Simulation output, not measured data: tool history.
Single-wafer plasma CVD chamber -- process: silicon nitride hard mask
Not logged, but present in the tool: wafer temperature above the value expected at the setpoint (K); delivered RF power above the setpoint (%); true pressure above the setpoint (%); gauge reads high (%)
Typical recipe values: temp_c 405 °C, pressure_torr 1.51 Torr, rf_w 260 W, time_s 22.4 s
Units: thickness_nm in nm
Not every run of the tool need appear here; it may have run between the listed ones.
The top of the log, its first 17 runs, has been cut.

run   hour  temp_c  pressure_torr  rf_w  time_s  wafers since the last listed run  hours since the last thermocouple change  hours since the last RF generator calibration  hours since the last manometer calibration  hours since the showerhead was replaced  hours since the gauge calibration  read-back reference wafer on the same gauge, thickness_nm  thickness_nm
 18  283.5     399           1.51   260    25.7                               340                                     204.7                                         1354.8                                       183.2                                    127.5                              261.9                                                     20.472        23.061
 19  296.6     405           1.51   260    25.0                               257                                     217.8                                         1367.9                                       196.3                                    140.6                              275.0                                                     20.492        22.347
     313.5  -- RF generator calibrated
 20  314.0     405           1.51   275    24.3                               185                                     235.2                                            0.5                                       213.7                                    158.0                              292.4                                                     20.474        22.972
 21  337.3     405           1.51   310    18.9                               458                                     258.5                                           23.8                                       237.0                                    181.3                              315.7                                                     20.515        19.024
 22  346.9     400           1.70   295    18.4                               189                                     268.1                                           33.4                                       246.6                                    190.9                              325.3                                                     20.490        18.917
 23  358.5     405           1.51   260    23.9                               228                                     279.7                                           45.0                                       258.2                                    202.5                              336.9                                                     20.495        22.109
 24  368.8     390           1.65   245    19.4                               202                                     290.0                                           55.3                                       268.5                                    212.8                              347.2                                                     20.478        18.140
 25  386.8     392           1.51   230    24.9                               354                                     308.0                                           73.3                                       286.5                                    230.8                              365.2                                                     20.508        21.713
 26  402.2     416           1.51   260    26.2                               303                                     323.4                                           88.7                                       301.9                                    246.2                              380.6                                                     20.529        24.014
 27  413.5     392           1.24   260    25.0                               222                                     334.7                                          100.0                                       313.2                                    257.5                              391.9                                                     20.496        21.081
 28  449.4     405           1.30   260    22.4                               706                                     370.6                                          135.9                                       349.1                                    293.4                              427.8                                                     20.488        19.319
 29  460.0     405           1.51   260    22.4                               208                                     381.2                                          146.5                                       359.7                                    304.0                              438.4                                                     20.499        20.454
 30  468.6     416           1.51   260    26.2                               169                                     389.8                                          155.1                                       368.3                                    312.6                              447.0                                                     20.502        23.979

3 options for the next run, each taken on its own from the tool as it stands now. Forecast them:
  A  469.0     405           1.51   210    22.4                                 7                                     390.2                                          155.5                                       368.7                                    313.0                              447.4                                                          ?             ?
  B  469.0     405           1.20   295    20.0                                 7                                     390.2                                          155.5                                       368.7                                    313.0                              447.4                                                          ?             ?
  C  469.0     405           1.40   215    22.4                                 7                                     390.2                                          155.5                                       368.7                                    313.0                              447.4                                                          ?             ?

run  read-back reference wafer on the same gauge, thickness_nm  thickness_nm
  A                                                     20.514        18.531
  B                                                     20.514        17.659
  C                                                     20.514        18.161
What these runs would have given with no unlogged condition in the tool:
run  thickness_nm
  A        18.599
  B        17.718
  C        18.228
